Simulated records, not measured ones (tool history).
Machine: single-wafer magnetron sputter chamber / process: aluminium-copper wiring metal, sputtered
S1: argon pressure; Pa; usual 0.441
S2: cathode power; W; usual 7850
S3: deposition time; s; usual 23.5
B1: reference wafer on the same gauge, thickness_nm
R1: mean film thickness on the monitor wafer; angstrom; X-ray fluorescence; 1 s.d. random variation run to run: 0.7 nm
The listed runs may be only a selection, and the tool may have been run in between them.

run,day,S1,S2,S3,B1,R1
1,0.000,0.441,7850,23.5,255.865,2788.68
2,0.858,0.441,7850,23.5,256.089,2792.64
3,1.975,0.441,7850,23.5,256.056,2782.80
# day 3.496: magnet pack replaced
4,3.517,0.441,8400,20.6,256.126,2607.23
5,3.904,0.441,8400,20.6,256.153,2603.25
6,6.167,0.441,8400,20.6,255.671,2576.90
# day 6.812: capacitance manometer re-zeroed and calibrated
# day 7.392: sputter target and shields replaced
7,7.412,0.441,7850,20.0,256.054,2311.57
8,8.417,0.441,7850,23.5,256.002,2731.65
9,9.529,0.441,7100,23.5,256.021,2447.93
10,10.467,0.441,7100,23.5,256.206,2448.64
11,11.000,0.441,7100,23.5,255.961,2456.60
12,12.225,0.441,7850,23.5,256.039,2701.62
13,13.371,0.441,7850,23.5,255.952,2690.80
14,14.075,0.374,9050,27.7,255.813,3759.32
15,15.475,0.441,6150,26.0,256.051,2320.80
16,16.488,0.381,7850,23.5,256.071,2747.79
# day 17.258: sputter target and shields replaced
17,17.446,0.581,7250,25.0,255.875,2541.20
18,18.000,0.309,7000,24.8,255.820,2710.61
19,18.988,0.441,6800,23.5,255.983,2357.21
20,20.221,0.441,7850,21.4,255.884,2478.98
21,20.846,0.350,7850,26.8,256.205,3236.88
22,21.504,0.441,7850,23.5,255.976,2715.09
23,22.712,0.384,7850,23.5,255.789,2768.65
# day 23.471: gauge calibrated
24,24.033,0.495,9600,23.5,255.630,3207.85
25,25.000,0.365,7850,25.3,256.095,2981.35
26,25.688,0.441,8850,25.4,255.982,3267.74
# day 26.750: sputter target and shields replaced
27,26.771,0.505,9800,23.5,256.075,3332.87
28,27.546,0.441,7850,23.5,256.310,2725.03
29,28.429,0.441,7850,23.5,256.163,2729.74
30,29.062,0.350,6750,23.5,256.109,2429.89
31,30.342,0.441,9100,21.3,255.807,2850.73
32,31.321,0.549,7850,23.5,256.004,2598.80
33,32.500,0.378,7850,21.4,255.814,2525.69
34,33.850,0.512,7850,25.0,255.984,2784.25

Had the tool no unlogged condition, and each run kept its random variation, what would the results have been?
Hidden state present: deposition rate above that of a new target (%); true argon pressure above the setpoint (%); gauge reads high (%).
run,R1
1,2723.12
2,2732.33
3,2729.68
4,2566.54
5,2564.91
6,2552.27
7,2313.32
8,2740.00
9,2461.68
10,2467.71
11,2478.77
12,2733.73
13,2730.02
14,3821.05
15,2366.19
16,2808.83
17,2536.72
18,2712.57
19,2362.78
20,2491.89
21,3260.24
22,2737.31
23,2800.25
24,3251.81
25,3032.15
26,3326.69
27,3322.34
28,2722.80
29,2733.04
30,2438.66
31,2866.78
32,2616.23
33,2554.58
34,2820.34
